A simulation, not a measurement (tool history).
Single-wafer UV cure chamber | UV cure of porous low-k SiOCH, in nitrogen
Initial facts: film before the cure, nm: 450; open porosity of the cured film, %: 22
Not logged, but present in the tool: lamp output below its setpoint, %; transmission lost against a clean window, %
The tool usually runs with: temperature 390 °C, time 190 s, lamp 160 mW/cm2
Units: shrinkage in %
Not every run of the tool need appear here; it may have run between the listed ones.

run,hour,temperature,time,lamp,wafers since the last listed run,hours since the UV bulbs were replaced,wafers since the quartz window was cleaned,shrinkage
1,0,390,190,172,0,1458.3,854,11.64
# hour 49.5: quartz window cleaned
2,102.4,390,190,160,392,1560.7,219,11.338
3,165.5,390,190,160,262,1623.8,482,11.443
4,226.6,390,190,160,253,1684.9,736,11.291
5,272.9,390,190,160,192,1731.2,928,11.245
# hour 332.2: quartz window cleaned
6,372,390,190,160,378,1830.3,165,11.286
# hour 395.6: UV bulbs replaced
7,441.8,390,190,160,256,46.2,422,12.065
8,541.3,390,190,160,413,145.7,836,12.22
# hour 594.9: quartz window cleaned
9,595.4,402,190,160,191,199.8,2,12.277
10,669.9,373,190,160,309,274.3,311,11.503
11,716.5,401,300,126,193,320.9,505,13.327
12,811.5,380,190,132,394,415.9,900,10.77
# hour 885.8: quartz window cleaned
13,901.4,402,190,143,340,505.8,64,11.596
14,964.4,390,190,160,261,568.8,326,11.704
15,1028,390,155,194,264,632.4,591,11.907
16,1069.4,372,190,171,172,673.8,763,11.767
17,1165.7,390,190,160,400,770.1,1163,11.695
# hour 1184.1: quartz window cleaned
18,1212.5,397,100,132,161,816.9,118,8.285
19,1270.9,390,250,141,242,875.3,360,12.418

Some steps in shrinkage between neighbouring runs. How much of each would the tool show without its hidden state too (settings, what came in, random variation), and how much is left for the hidden state, with any gauge scatter that isn't in both results?
Run 6 -> 7: UV bulbs replaced. shrinkage +0.779 %: hidden state +0.713, all else +0.066.
Run 18 -> 19: temperature 397 -> 390, time 100 -> 250, lamp 132 -> 141. shrinkage +4.133 %: hidden state -0.063, all else +4.196.
